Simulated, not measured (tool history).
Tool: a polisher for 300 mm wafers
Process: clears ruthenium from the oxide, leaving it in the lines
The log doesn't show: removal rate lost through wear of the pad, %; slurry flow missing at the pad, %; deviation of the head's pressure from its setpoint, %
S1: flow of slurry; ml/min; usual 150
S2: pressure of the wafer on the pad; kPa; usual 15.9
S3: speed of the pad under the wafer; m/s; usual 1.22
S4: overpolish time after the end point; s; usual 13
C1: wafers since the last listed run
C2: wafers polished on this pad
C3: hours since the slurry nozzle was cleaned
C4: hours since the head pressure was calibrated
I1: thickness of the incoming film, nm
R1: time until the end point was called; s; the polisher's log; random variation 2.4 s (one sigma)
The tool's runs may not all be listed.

run,day,S1,S2,S3,S4,C1,C2,C3,C4,I1,R1
1,0.000,150,15.9,1.22,13,0,1643,385.5,1252.9,199.1,135.0
2,0.838,150,15.9,1.22,9,202,1846,405.6,1273.0,201.8,139.6
3,2.325,150,15.9,1.22,9,360,2206,441.3,1308.7,202.6,140.1
4,3.808,150,15.9,1.22,9,359,2565,476.9,1344.3,196.2,140.2
# day 4.342: worn pad replaced by a new one
5,4.646,150,15.9,1.22,13,162,73,497.0,1364.4,202.6,123.6
6,6.075,150,15.9,1.22,13,346,420,531.3,1398.7,201.4,120.0
7,7.225,180,15.9,1.22,13,278,698,558.9,1426.3,196.7,120.2
# day 7.904: head pressure recalibrated
8,7.946,150,15.9,0.94,13,154,853,576.2,1.0,197.1,175.0
9,9.250,150,15.9,1.22,13,315,1169,607.5,32.3,200.3,145.1
10,10.200,150,15.9,1.22,13,230,1399,630.3,55.1,197.4,144.2
11,11.425,150,15.9,1.22,13,296,1695,659.7,84.5,201.9,146.0
# day 12.379: slurry nozzle cleaned
12,12.854,150,15.9,1.22,13,336,2032,11.4,118.8,203.5,147.6
13,14.142,150,15.9,1.22,13,311,2344,42.3,149.7,199.7,150.9
14,15.192,150,15.9,1.22,13,254,2598,67.5,174.9,196.9,148.4
15,15.796,150,15.9,1.22,13,146,2744,82.0,189.4,200.4,157.1
# day 16.000: worn pad replaced by a new one
16,16.679,150,15.9,1.22,13,173,164,103.2,210.6,198.3,134.2
17,17.392,120,15.9,1.22,17,172,336,120.3,227.7,199.0,139.6
18,21.808,150,15.9,1.22,13,1070,1406,226.3,333.7,198.5,145.1
19,23.204,100,20.7,1.04,17,338,1745,259.8,367.2,201.4,146.0
20,24.592,150,15.9,1.22,13,336,2081,293.1,400.5,199.0,146.1
21,25.183,150,15.9,1.22,13,143,2224,307.3,414.7,200.1,151.1
22,25.767,175,11.7,1.22,16,141,2365,321.3,428.7,200.7,197.7
23,26.467,150,15.9,1.22,13,169,2535,338.1,445.5,198.3,154.8
# day 26.762: worn pad replaced by a new one
24,27.808,150,15.9,1.22,13,284,253,370.3,477.7,201.2,134.5
25,28.729,195,14.5,1.22,16,223,476,392.4,499.8,200.4,148.6
26,29.979,150,15.9,1.22,13,302,779,422.4,529.8,199.3,141.5
27,30.525,150,15.9,1.22,8,132,911,435.5,542.9,200.0,145.5
28,31.633,120,15.9,1.22,17,268,1180,462.1,569.5,200.2,146.8
29,32.858,165,15.9,1.22,13,296,1476,491.5,598.9,199.0,141.0
30,33.938,150,15.9,1.22,13,261,1738,517.4,624.8,200.1,149.3
31,35.000,150,12.4,1.22,10,257,1995,542.9,650.3,201.0,183.9
32,36.842,150,15.9,0.90,13,446,2441,587.1,694.5,203.8,202.7
# day 37.446: worn pad replaced by a new one
33,38.146,135,15.9,1.22,13,275,169,618.4,725.8,199.9,131.9
34,39.162,150,20.0,1.60,13,246,416,642.8,750.2,203.9,87.5
# day 39.975: slurry nozzle cleaned
35,40.442,150,20.0,1.22,10,299,715,11.2,780.9,200.7,111.4
36,41.596,150,20.7,1.22,13,279,995,38.9,808.6,198.5,107.0
37,42.717,110,12.4,1.22,13,271,1267,65.8,835.5,200.7,189.3
38,43.279,150,20.0,1.22,13,136,1403,79.3,849.0,199.8,113.9

The tool's hidden state at each run:
slurry flow missing at the pad, %: 0 in every run
H1: removal rate lost through wear of the pad, %
H2: deviation of the head's pressure from its setpoint, %
run,H1,H2
1,9.68,9.81
2,10.7,10.1
3,12.4,10.7
4,14.2,11.3
5,0.944,11.6
6,2.63,12.2
7,3.98,12.7
8,4.83,-0.76
9,6.36,-0.753
10,7.48,-0.741
11,8.92,-0.716
12,10.6,-0.673
13,12.1,-0.622
14,13.4,-0.571
15,14.1,-0.539
16,3.15,-0.486
17,3.99,-0.44
18,9.18,-0.0734
19,10.8,0.0713
20,12.5,0.229
21,13.2,0.3
22,13.8,0.373
23,14.7,0.464
24,3.54,0.647
25,4.63,0.78
26,6.1,0.97
27,6.74,1.06
28,8.04,1.24
29,9.48,1.45
30,10.8,1.65
31,12,1.85
32,14.2,2.21
33,2.58,2.49
34,3.78,2.71
35,5.28,3
36,6.64,3.27
37,7.96,3.54
38,8.62,3.68

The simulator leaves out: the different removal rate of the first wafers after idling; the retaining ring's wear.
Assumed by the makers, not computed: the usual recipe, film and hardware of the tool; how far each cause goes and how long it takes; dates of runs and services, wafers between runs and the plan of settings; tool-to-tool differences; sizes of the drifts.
